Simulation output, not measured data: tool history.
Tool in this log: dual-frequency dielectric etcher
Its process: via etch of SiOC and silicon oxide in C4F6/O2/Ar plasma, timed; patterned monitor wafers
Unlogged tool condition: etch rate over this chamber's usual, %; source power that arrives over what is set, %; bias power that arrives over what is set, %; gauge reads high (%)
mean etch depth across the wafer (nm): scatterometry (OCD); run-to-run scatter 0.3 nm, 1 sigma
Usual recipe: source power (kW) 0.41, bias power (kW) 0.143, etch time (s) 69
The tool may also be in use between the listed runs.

| run | hour | source power (kW) | bias power (kW) | etch time (s) | wafers since the last listed run | hours since the last wet clean | hours since the last source power generator calibration | hours since the last bias power generator calibration | hours since the last upper electrode change | hours since the gauge calibration | read-back reference wafer on the same gauge, depth_nm | mean etch depth across the wafer (nm) |
|---|---|---|---|---|---|---|---|---|---|---|---|---|
| 1 | 0 | 0.41 | 0.143 | 69 | 0 | 271 | 1486.9 | 4822.3 | 4485.1 | 198.4 | 88.7 | 73.9 |
| 2 | 9.3 | 0.41 | 0.143 | 69 | 69 | 280.3 | 1496.2 | 4831.6 | 4494.4 | 207.7 | 88.7 | 72.6 |
| 3 | 21.6 | 0.41 | 0.143 | 69 | 91 | 292.6 | 1508.5 | 4843.9 | 4506.7 | 220 | 88.7 | 73.3 |
| 4 | 31 | 0.41 | 0.143 | 69 | 70 | 302 | 1517.9 | 4853.3 | 4516.1 | 229.4 | 88.8 | 73 |
| 5 | 42.8 | 0.41 | 0.143 | 69 | 88 | 313.8 | 1529.7 | 4865.1 | 4527.9 | 241.2 | 88.7 | 73 |
| 6 | 49.9 | 0.41 | 0.143 | 69 | 53 | 320.9 | 1536.8 | 4872.2 | 4535 | 248.3 | 88.7 | 72.5 |
| 7 | 63.9 | 0.41 | 0.157 | 53 | 104 | 334.9 | 1550.8 | 4886.2 | 4549 | 262.3 | 88.6 | 58.2 |
| 8 | 78.5 | 0.41 | 0.143 | 69 | 109 | 349.5 | 1565.4 | 4900.8 | 4563.6 | 276.9 | 88.7 | 73.1 |
| 9 | 92.9 | 0.41 | 0.143 | 69 | 107 | 363.9 | 1579.8 | 4915.2 | 4578 | 291.3 | 88.7 | 72.6 |
| 10 | 107.9 | 0.41 | 0.143 | 69 | 112 | 378.9 | 1594.8 | 4930.2 | 4593 | 306.3 | 88.7 | 72.2 |
|  | 135.6 | source power generator calibrated |
|  | 137.9 | wet clean of the chamber |
|  | 162.6 | upper electrode replaced |
| 11 | 163.1 | 0.41 | 0.143 | 69 | 186 | 25.2 | 27.5 | 4985.4 | 0.5 | 361.5 | 88.8 | 75.2 |
| 12 | 167.3 | 0.35 | 0.143 | 69 | 31 | 29.4 | 31.7 | 4989.6 | 4.7 | 365.7 | 88.7 | 70.1 |
| 13 | 183.2 | 0.35 | 0.143 | 69 | 118 | 45.3 | 47.6 | 5005.5 | 20.6 | 381.6 | 88.6 | 69.9 |
|  | 188.9 | bias power generator calibrated |
| 14 | 194.6 | 0.35 | 0.143 | 69 | 55 | 56.7 | 59 | 5.7 | 32 | 393 | 88.7 | 70.3 |
| 15 | 207.8 | 0.31 | 0.169 | 49.5 | 98 | 69.9 | 72.2 | 18.9 | 45.2 | 406.2 | 88.7 | 50.5 |
| 16 | 224.2 | 0.38 | 0.143 | 69 | 122 | 86.3 | 88.6 | 35.3 | 61.6 | 422.6 | 88.7 | 72.3 |
| 17 | 239.5 | 0.41 | 0.143 | 69 | 114 | 101.6 | 103.9 | 50.6 | 76.9 | 437.9 | 88.7 | 74.2 |
| 18 | 252.6 | 0.45 | 0.108 | 61.5 | 97 | 114.7 | 117 | 63.7 | 90 | 451 | 88.6 | 62.9 |
|  | 265.2 | gauge calibrated |
| 19 | 296.8 | 0.41 | 0.143 | 69 | 330 | 158.9 | 161.2 | 107.9 | 134.2 | 31.6 | 88.7 | 74.1 |
| 20 | 305.5 | 0.34 | 0.172 | 87 | 64 | 167.6 | 169.9 | 116.6 | 142.9 | 40.3 | 88.7 | 92 |
| 21 | 318.8 | 0.44 | 0.131 | 59.5 | 99 | 180.9 | 183.2 | 129.9 | 156.2 | 53.6 | 88.7 | 64 |
| 22 | 325.1 | 0.41 | 0.164 | 69 | 47 | 187.2 | 189.5 | 136.2 | 162.5 | 59.9 | 88.7 | 76.6 |
| 23 | 337.8 | 0.41 | 0.143 | 69 | 94 | 199.9 | 202.2 | 148.9 | 175.2 | 72.6 | 88.8 | 74.1 |

Expected results for the next run?
| 24 | 344.3 | 0.41 | 0.143 | 69 | 48 | 206.4 | 208.7 | 155.4 | 181.7 | 79.1 | ? | ? |

read-back reference wafer on the same gauge, depth_nm: 88.7
mean etch depth across the wafer (nm): 72.8
The same run, on a tool lacking any hidden state, would have yielded mean etch depth across the wafer (nm) 74.1.
